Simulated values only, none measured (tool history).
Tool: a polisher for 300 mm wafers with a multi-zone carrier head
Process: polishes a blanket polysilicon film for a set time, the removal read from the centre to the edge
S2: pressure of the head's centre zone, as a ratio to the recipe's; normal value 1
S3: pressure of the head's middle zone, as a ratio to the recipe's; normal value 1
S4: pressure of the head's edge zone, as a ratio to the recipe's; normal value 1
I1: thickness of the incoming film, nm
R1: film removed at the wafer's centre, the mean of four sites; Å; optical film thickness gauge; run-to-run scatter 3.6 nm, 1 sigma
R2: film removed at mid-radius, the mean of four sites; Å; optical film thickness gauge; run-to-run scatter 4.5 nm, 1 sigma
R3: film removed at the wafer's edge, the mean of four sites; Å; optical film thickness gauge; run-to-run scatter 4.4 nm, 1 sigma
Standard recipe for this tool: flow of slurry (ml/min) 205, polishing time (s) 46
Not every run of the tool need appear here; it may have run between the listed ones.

run 1 hour=0 | flow_of_slurry_(ml/min)=205 S2=1 S3=1.08 S4=1 polishing_time_(s)=46 | I1=1045.9 | R1=2892 R2=3128 R3=2983
-- hour=11.1 worn pad replaced by a new one
run 2 hour=60.4 | flow_of_slurry_(ml/min)=205 S2=1.07 S3=0.89 S4=0.92 polishing_time_(s)=54 | I1=1039.9 | R1=3505 R2=3145 R3=3348
run 3 hour=129.6 | flow_of_slurry_(ml/min)=150 S2=1 S3=1 S4=1.08 polishing_time_(s)=46 | I1=1061.8 | R1=2382 R2=2481 R3=2716
run 4 hour=171 | flow_of_slurry_(ml/min)=180 S2=1 S3=1 S4=1 polishing_time_(s)=39 | I1=1043.9 | R1=2235 R2=2357 R3=2369
run 5 hour=215.9 | flow_of_slurry_(ml/min)=205 S2=1.03 S3=1 S4=1.11 polishing_time_(s)=46 | I1=1020.7 | R1=2816 R2=2857 R3=3043
run 6 hour=268.4 | flow_of_slurry_(ml/min)=205 S2=0.89 S3=1 S4=1 polishing_time_(s)=34 | I1=1047.3 | R1=1855 R2=2050 R3=2184
run 7 hour=332.9 | flow_of_slurry_(ml/min)=205 S2=1.06 S3=1 S4=1 polishing_time_(s)=50 | I1=1025.4 | R1=2912 R2=2954 R3=3040
run 8 hour=386.9 | flow_of_slurry_(ml/min)=205 S2=1 S3=1 S4=1 polishing_time_(s)=55 | I1=1046 | R1=3095 R2=3258 R3=3246
-- hour=444.7 slurry nozzle cleaned
run 9 hour=455.1 | flow_of_slurry_(ml/min)=260 S2=1 S3=1.1 S4=1.11 polishing_time_(s)=46 | I1=1044.9 | R1=3090 R2=3409 R3=3283
-- hour=461.9 carrier head's membrane replaced by a new one
-- hour=466.4 centre zone pressure recalibrated
run 10 hour=485 | flow_of_slurry_(ml/min)=205 S2=1 S3=1 S4=1 polishing_time_(s)=46 | I1=1034.3 | R1=2869 R2=3004 R3=3037
-- hour=488.7 edge zone pressure recalibrated
-- hour=492 worn pad replaced by a new one
run 11 hour=540 | flow_of_slurry_(ml/min)=145 S2=1.07 S3=1.05 S4=1.12 polishing_time_(s)=46 | I1=1042.1 | R1=2538 R2=2828 R3=2849
run 12 hour=573.3 | flow_of_slurry_(ml/min)=205 S2=1 S3=1 S4=1 polishing_time_(s)=46 | I1=1045.4 | R1=2899 R2=3063 R3=3001
run 13 hour=613.1 | flow_of_slurry_(ml/min)=205 S2=1 S3=1 S4=1 polishing_time_(s)=32 | I1=1046.9 | R1=2017 R2=2058 R3=2094
run 14 hour=639 | flow_of_slurry_(ml/min)=205 S2=1 S3=1 S4=1 polishing_time_(s)=46 | I1=1040.5 | R1=2913 R2=3016 R3=2969
run 15 hour=788.8 | flow_of_slurry_(ml/min)=205 S2=0.93 S3=1 S4=1 polishing_time_(s)=46 | I1=1026.6 | R1=2794 R2=2917 R3=2986
run 16 hour=819.7 | flow_of_slurry_(ml/min)=205 S2=1.1 S3=1 S4=1 polishing_time_(s)=46 | I1=1054.6 | R1=3030 R2=2927 R3=2998

Run 17 is up next; what results do you expect?
run 17 hour=876.1 | flow_of_slurry_(ml/min)=175 S2=1 S3=1 S4=1.1 polishing_time_(s)=34 | I1=1037.7 | R1=? R2=? R3=?

R1: 1919 Å
R2: 2016 Å
R3: 2182 Å
If the tool had no hidden condition, the same run with the same run-to-run variation would have returned R1 2012 Å, R2 2102 Å, R3 2248 Å.
